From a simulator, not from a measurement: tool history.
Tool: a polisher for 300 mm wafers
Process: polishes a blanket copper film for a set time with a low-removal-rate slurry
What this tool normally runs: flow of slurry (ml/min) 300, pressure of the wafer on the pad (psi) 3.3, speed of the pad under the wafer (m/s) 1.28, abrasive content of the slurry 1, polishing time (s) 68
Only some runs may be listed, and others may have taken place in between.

run   hour  flow of slurry (ml/min)  pressure of the wafer on the pad (psi)  speed of the pad under the wafer (m/s)  abrasive content of the slurry  polishing time (s)  incoming thickness of the incoming film, nm  film removed (nm)
  1      0                      300                                     3.8                                    1.28                               1                  87                                        946.6              401.9
  2   13.3                      300                                     3.8                                    1.28                               1                  87                                        944.4              425.7
  3   29.8                      300                                     3.3                                    1.28                               1                  68                                        968.8                288
  4   44.2                      300                                     2.7                                    1.28                               1                  68                                        957.4                234
  5   59.4                      300                                     2.7                                    1.28                               1                  68                                        961.8              231.3
  6   68.4                      300                                     2.7                                    1.28                               1                  68                                        961.5              231.7
  7     83                      300                                     3.3                                    1.52                               1                  68                                        977.5              335.2
  8   91.9                      300                                     3.3                                    1.52                               1                  68                                        971.5                328
  9  108.6                      300                                     3.3                                    1.28                               1                  85                                        954.6              371.4
 10  114.1                      300                                     3.3                                    1.28                               1                  68                                        954.6                294
 11  122.6                      300                                     3.3                                    1.28                               1                  68                                        971.7              297.2
 12  136.6                      300                                     3.3                                    1.28                               1                  68                                        940.9              296.8
 13  185.7                      300                                     3.3                                    1.28                               1                  68                                        965.5              258.5
 14  201.6                      355                                     2.4                                    1.28                               1                  68                                        953.4                199
 15  206.1                      300                                     3.3                                    0.94                            1.15                  86                                          963              262.6
 16    219                      300                                     2.7                                    1.28                               1                  68                                        972.8              217.7
 17  233.1                      300                                     3.8                                    1.28                               1                  87                                        940.9              384.5
 18    249                      300                                     3.3                                    1.52                               1                  68                                        962.1              310.9
 19  260.8                      300                                       4                                    1.28                               1                  68                                        953.8                319
 20  272.8                      225                                     3.3                                    1.58                             1.2                  74                                        973.8                360
 21  291.2                      300                                     3.6                                       1                             0.9                  61                                        957.4              196.2
 22  302.8                      365                                     4.1                                    1.28                               1                  87                                        965.6              434.7
 23  315.6                      300                                     2.5                                    1.28                               1                  86                                        959.4              254.4
 24  333.2                      300                                     3.7                                    0.92                             1.2                  89                                        955.6              296.9
 25  349.9                      300                                     3.6                                    1.12                               1                  68                                          959              247.1
 26  363.1                      300                                     3.8                                    1.28                               1                  87                                        971.2              377.3
 27  374.1                      230                                     3.3                                    1.44                            1.25                  81                                        943.9              361.3

Missing from the log above: 7 entries noted between runs. For each, name the pair of listed runs it sits between and say how the tool's hidden condition differs from the listed run just before to the listed run just after:
In the gap between runs 1 and 2: worn pad replaced by a new one (hour 8)
  removal rate lost through wear of the pad, %: 7.04 -> 1.52; deviation of the head's pressure from its setpoint, %: 8.16 -> 8.35
  measured less the result without the state, film removed (nm): +2.2 -> +26.8
In the gap between runs 8 and 9: worn pad replaced by a new one (hour 108.1)
  removal rate lost through wear of the pad, %: 6.21 -> 0.0922; deviation of the head's pressure from its setpoint, %: 9.54 -> 9.8
  measured less the result without the state, film removed (nm): +8.7 -> +32.9
In the gap between runs 12 and 13: head pressure recalibrated (hour 160.8); slurry blender recalibrated (hour 185)
  removal rate lost through wear of the pad, %: 1.76 -> 4.7; deviation of the head's pressure from its setpoint, %: 10.2 -> -1.15
  measured less the result without the state, film removed (nm): +22.8 -> -15.9
In the gap between runs 13 and 14: worn pad replaced by a new one (hour 201.1)
  removal rate lost through wear of the pad, %: 4.7 -> 0.0666
  measured less the result without the state, film removed (nm): -15.9 -> -2.5
In the gap between runs 17 and 18: slurry nozzle cleaned (hour 236.2)
  removal rate lost through wear of the pad, %: 1.95 -> 2.9; deviation of the head's pressure from its setpoint, %: -1.12 -> -1.1
  measured less the result without the state, film removed (nm): -12.1 -> -12.8
In the gap between runs 20 and 21: worn pad replaced by a new one (hour 290.7)
  removal rate lost through wear of the pad, %: 4.32 -> 0.371; deviation of the head's pressure from its setpoint, %: -1.07 -> -1.03
  measured less the result without the state, film removed (nm): -20.3 -> -2.8
